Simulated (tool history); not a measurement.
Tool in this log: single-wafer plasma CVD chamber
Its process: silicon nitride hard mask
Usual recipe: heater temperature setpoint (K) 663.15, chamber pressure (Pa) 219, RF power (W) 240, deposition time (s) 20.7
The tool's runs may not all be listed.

| run | hour | heater temperature setpoint (K) | chamber pressure (Pa) | RF power (W) | deposition time (s) | wafers since the last listed run | hours since the last thermocouple change | hours since the last RF generator calibration | hours since the last manometer calibration | hours since the showerhead was replaced | hours since the gauge calibration | read-back reference wafer on the same gauge, thickness_nm | mean film thickness on the monitor wafer (nm) |
|---|---|---|---|---|---|---|---|---|---|---|---|---|---|
| 1 | 0.0 | 663.15 | 219 | 240 | 18.0 | 0 | 962.9 | 867.7 | 1154.7 | 5215.4 | 748.1 | 22.528 | 19.731 |
| 2 | 45.4 | 663.15 | 219 | 240 | 18.0 | 914 | 1008.3 | 913.1 | 1200.1 | 5260.8 | 793.5 | 22.542 | 19.702 |
| 3 | 76.4 | 663.15 | 219 | 240 | 18.0 | 624 | 1039.3 | 944.1 | 1231.1 | 5291.8 | 824.5 | 22.563 | 19.611 |
| 4 | 116.1 | 663.15 | 205 | 240 | 20.7 | 799 | 1079.0 | 983.8 | 1270.8 | 5331.5 | 864.2 | 22.566 | 22.122 |
| 5 | 159.2 | 663.15 | 205 | 240 | 20.7 | 867 | 1122.1 | 1026.9 | 1313.9 | 5374.6 | 907.3 | 22.584 | 21.803 |
| 6 | 227.5 | 663.15 | 219 | 240 | 20.7 | 1375 | 1190.4 | 1095.2 | 1382.2 | 5442.9 | 975.6 | 22.571 | 22.716 |
| 7 | 289.8 | 663.15 | 219 | 240 | 20.7 | 1254 | 1252.7 | 1157.5 | 1444.5 | 5505.2 | 1037.9 | 22.585 | 22.313 |
| 8 | 334.6 | 663.15 | 219 | 240 | 20.7 | 902 | 1297.5 | 1202.3 | 1489.3 | 5550.0 | 1082.7 | 22.605 | 22.408 |
| 9 | 376.4 | 663.15 | 219 | 240 | 20.7 | 841 | 1339.3 | 1244.1 | 1531.1 | 5591.8 | 1124.5 | 22.639 | 22.703 |
| 10 | 415.2 | 663.15 | 219 | 240 | 20.7 | 781 | 1378.1 | 1282.9 | 1569.9 | 5630.6 | 1163.3 | 22.625 | 22.592 |
| 11 | 464.4 | 663.15 | 219 | 240 | 20.7 | 990 | 1427.3 | 1332.1 | 1619.1 | 5679.8 | 1212.5 | 22.694 | 22.605 |
| 12 | 503.8 | 663.15 | 219 | 240 | 20.7 | 793 | 1466.7 | 1371.5 | 1658.5 | 5719.2 | 1251.9 | 22.699 | 22.425 |
| 13 | 571.1 | 663.15 | 219 | 240 | 20.7 | 1355 | 1534.0 | 1438.8 | 1725.8 | 5786.5 | 1319.2 | 22.721 | 22.550 |
| 14 | 624.4 | 663.15 | 219 | 240 | 20.7 | 1073 | 1587.3 | 1492.1 | 1779.1 | 5839.8 | 1372.5 | 22.731 | 22.400 |
| 15 | 655.1 | 663.15 | 219 | 240 | 20.7 | 618 | 1618.0 | 1522.8 | 1809.8 | 5870.5 | 1403.2 | 22.737 | 22.487 |
|  | 668.4 | showerhead replaced |
| 16 | 713.0 | 663.15 | 219 | 240 | 22.9 | 1004 | 1675.9 | 1580.7 | 1867.7 | 44.6 | 1461.1 | 22.757 | 24.936 |
| 17 | 761.6 | 663.15 | 219 | 240 | 24.8 | 978 | 1724.5 | 1629.3 | 1916.3 | 93.2 | 1509.7 | 22.746 | 27.046 |
| 18 | 792.1 | 663.15 | 219 | 240 | 20.7 | 614 | 1755.0 | 1659.8 | 1946.8 | 123.7 | 1540.2 | 22.787 | 22.771 |
| 19 | 827.2 | 657.15 | 219 | 260 | 20.7 | 706 | 1790.1 | 1694.9 | 1981.9 | 158.8 | 1575.3 | 22.759 | 24.713 |
| 20 | 870.1 | 663.15 | 219 | 240 | 20.7 | 863 | 1833.0 | 1737.8 | 2024.8 | 201.7 | 1618.2 | 22.775 | 22.506 |
|  | 906.3 | capacitance manometer re-zeroed and calibrated |
| 21 | 906.8 | 663.15 | 219 | 240 | 20.7 | 577 | 1869.7 | 1774.5 | 0.5 | 238.4 | 1654.9 | 22.769 | 22.960 |

For run 22, what comes out?
| 22 | 933.3 | 667.15 | 219 | 285 | 24.5 | 533 | 1896.2 | 1801.0 | 27.0 | 264.9 | 1681.4 | ? | ? |

Run 22 measured read-back reference wafer on the same gauge, thickness_nm 22.778, mean film thickness on the monitor wafer (nm) 31.620.
Take away the tool's hidden state, keep the run-to-run variation as it was, and the same run would have given mean film thickness on the monitor wafer (nm) 30.928.

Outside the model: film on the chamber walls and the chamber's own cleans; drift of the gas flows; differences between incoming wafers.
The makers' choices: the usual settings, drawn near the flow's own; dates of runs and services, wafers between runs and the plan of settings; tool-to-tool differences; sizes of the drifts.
